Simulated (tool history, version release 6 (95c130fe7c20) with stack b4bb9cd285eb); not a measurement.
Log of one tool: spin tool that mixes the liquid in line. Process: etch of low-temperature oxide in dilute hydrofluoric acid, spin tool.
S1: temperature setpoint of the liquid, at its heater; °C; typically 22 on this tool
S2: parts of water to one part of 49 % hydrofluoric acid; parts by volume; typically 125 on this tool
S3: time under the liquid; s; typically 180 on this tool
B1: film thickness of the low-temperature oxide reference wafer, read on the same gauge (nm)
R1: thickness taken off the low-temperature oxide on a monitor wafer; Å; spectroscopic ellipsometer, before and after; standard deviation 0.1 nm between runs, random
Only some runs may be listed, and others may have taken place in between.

run	hour	S1	S2	S3	B1	R1
1	0	20.5	125	180	149.98	195.6
2	82.3	21	125	180	150.01	198.2
3	148.4	21	125	180	150.01	198.5
4	211.4	21	125	180	150.01	197.7
5	298.4	22	125	180	150.02	204.8
6	342.9	22	125	180	150	204.6
# hour 351.8: hydrofluoric acid flow meter replaced
7	414.8	22	125	180	150	211.8
8	507.4	20.5	125	75	150	82.5
9	587.6	24	125	180	149.99	228
# hour 628.9: thermometer replaced
10	658.3	22	125	180	150.03	207.4
11	766.4	17.5	165	180	150.04	125.2
# hour 789.8: gauge calibrated
12	816.6	22	125	180	149.99	206.7
13	922	17.5	180	180	150.02	112.2
14	959.9	26.5	160	180	149.98	182.9
15	1039.4	22	125	180	149.99	204.7

Forecast each of these 4 alternatives for the next run:
A	1039.9	25.5	125	180	?	?
B	1039.9	22	85	90	?	?
C	1039.9	20	80	215	?	?
D	1039.9	24.5	175	180	?	?

run	B1	R1
A	150	233.8
B	150	157.4
C	150	370.3
D	150	151.4
Without the tool's unlogged condition, the same runs would have read:
run	R1
A	244
B	164
C	385.6
D	158.3
